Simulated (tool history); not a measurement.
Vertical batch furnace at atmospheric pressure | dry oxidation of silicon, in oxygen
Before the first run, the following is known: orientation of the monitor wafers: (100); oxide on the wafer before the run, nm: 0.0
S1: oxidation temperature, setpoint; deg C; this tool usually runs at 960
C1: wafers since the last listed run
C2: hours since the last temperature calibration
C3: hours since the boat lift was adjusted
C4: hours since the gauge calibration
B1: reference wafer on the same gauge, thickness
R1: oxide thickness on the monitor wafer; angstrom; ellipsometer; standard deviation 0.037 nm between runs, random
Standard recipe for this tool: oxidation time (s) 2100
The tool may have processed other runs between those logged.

Run 1, hour 0: usual settings but S1 947 deg C; C1 0; C2 1413.4; C3 3789.3; C4 253.9; B1 28.1. Result: R1 213.1 angstrom.
Run 2, hour 19.8: usual settings but S1 947 deg C; C1 287; C2 1433.2; C3 3809.1; C4 273.7; B1 28.1. Result: R1 213.1 angstrom.
Run 3, hour 36: usual settings but S1 965 deg C; C1 235; C2 1449.4; C3 3825.3; C4 289.9; B1 28.1. Result: R1 256.2 angstrom.
Run 4, hour 49.9: usual settings but S1 965 deg C; C1 201; C2 1463.3; C3 3839.2; C4 303.8; B1 28.1. Result: R1 256.6 angstrom.
Run 5, hour 77.6: usual settings; C1 402; C2 1491; C3 3866.9; C4 331.5; B1 28.1. Result: R1 245.3 angstrom.
Run 6, hour 106.1: usual settings; C1 413; C2 1519.5; C3 3895.4; C4 360; B1 28.1. Result: R1 245.6 angstrom.
Run 7, hour 127.4: usual settings; C1 309; C2 1540.8; C3 3916.7; C4 381.3; B1 28.1. Result: R1 245.8 angstrom.
Run 8, hour 163.3: usual settings but oxidation time (s) 2490; C1 521; C2 1576.7; C3 3952.6; C4 417.2; B1 28.1. Result: R1 272.9 angstrom.
Run 9, hour 184.6: usual settings but oxidation time (s) 1830; C1 309; C2 1598; C3 3973.9; C4 438.5; B1 28.1. Result: R1 225.8 angstrom.
Run 10, hour 204: usual settings but S1 975 deg C, oxidation time (s) 2820; C1 281; C2 1617.4; C3 3993.3; C4 457.9; B1 28.11. Result: R1 330.8 angstrom.
Run 11, hour 219.1: usual settings; C1 219; C2 1632.5; C3 4008.4; C4 473; B1 28.1. Result: R1 245.8 angstrom.
Run 12, hour 232.2: usual settings but S1 974 deg C; C1 190; C2 1645.6; C3 4021.5; C4 486.1; B1 28.09. Result: R1 275.3 angstrom.
At hour 254.8: gauge calibrated.
Run 13, hour 256.5: usual settings but oxidation time (s) 1830; C1 352; C2 1669.9; C3 4045.8; C4 1.7; B1 28.1. Result: R1 225.5 angstrom.
At hour 305.5: boat lift adjusted.
Run 14, hour 306: usual settings but S1 940 deg C, oxidation time (s) 1290; C1 370; C2 1719.4; C3 0.5; C4 51.2; B1 28.1. Result: R1 150.6 angstrom.
Run 15, hour 334.7: usual settings but oxidation time (s) 2400; C1 416; C2 1748.1; C3 29.2; C4 79.9; B1 28.1. Result: R1 275.9 angstrom.
Run 16, hour 353.9: usual settings but oxidation time (s) 2370; C1 278; C2 1767.3; C3 48.4; C4 99.1; B1 28.09. Result: R1 274 angstrom.
Run 17, hour 380.7: usual settings; C1 389; C2 1794.1; C3 75.2; C4 125.9; B1 28.1. Result: R1 254.6 angstrom.
At hour 433.6: thermocouples replaced and temperature profile calibrated.
Run 18, hour 434.1: usual settings but S1 977 deg C, oxidation time (s) 1320; C1 426; C2 0.5; C3 128.6; C4 179.3; B1 28.1. Result: R1 211.9 angstrom.
Run 19, hour 480.5: usual settings but S1 975 deg C, oxidation time (s) 2460; C1 673; C2 46.9; C3 175; C4 225.7; B1 28.1. Result: R1 302.2 angstrom.
Run 20, hour 506.4: usual settings but S1 940 deg C, oxidation time (s) 1740; C1 376; C2 72.8; C3 200.9; C4 251.6; B1 28.1. Result: R1 172.6 angstrom.
Run 21, hour 531: usual settings; C1 357; C2 97.4; C3 225.5; C4 276.2; B1 28.1. Result: R1 243.6 angstrom.
Run 22, hour 546.7: usual settings but oxidation time (s) 2940; C1 227; C2 113.1; C3 241.2; C4 291.9; B1 28.11. Result: R1 301.4 angstrom.
Run 23, hour 563.6: usual settings but S1 976 deg C, oxidation time (s) 1740; C1 245; C2 130; C3 258.1; C4 308.8; B1 28.09. Result: R1 248.4 angstrom.
Run 24, hour 585.6: usual settings but oxidation time (s) 2400; C1 319; C2 152; C3 280.1; C4 330.8; B1 28.1. Result: R1 265.3 angstrom.

Each row is a separate what-if for the run after 24, all from the same tool condition, not one after another. Results?
Run A, hour 589.9: usual settings; C1 62; C2 156.3; C3 284.4; C4 335.1; B1 ?. Result: R1 ?.
Run B, hour 589.9: usual settings but oxidation time (s) 1350; C1 62; C2 156.3; C3 284.4; C4 335.1; B1 ?. Result: R1 ?.
Run C, hour 589.9: usual settings but S1 966 deg C, oxidation time (s) 1680; C1 62; C2 156.3; C3 284.4; C4 335.1; B1 ?. Result: R1 ?.
Run D, hour 589.9: usual settings but oxidation time (s) 1410; C1 62; C2 156.3; C3 284.4; C4 335.1; B1 ?. Result: R1 ?.

run    B1     R1
  A  28.1  244.7
  B  28.1  186.5
  C  28.1  224.9
  D  28.1  191.5
What these runs would have given with no unlogged condition in the tool:
run     R1
  A  243.7
  B  185.6
  C  224.1
  D  190.7
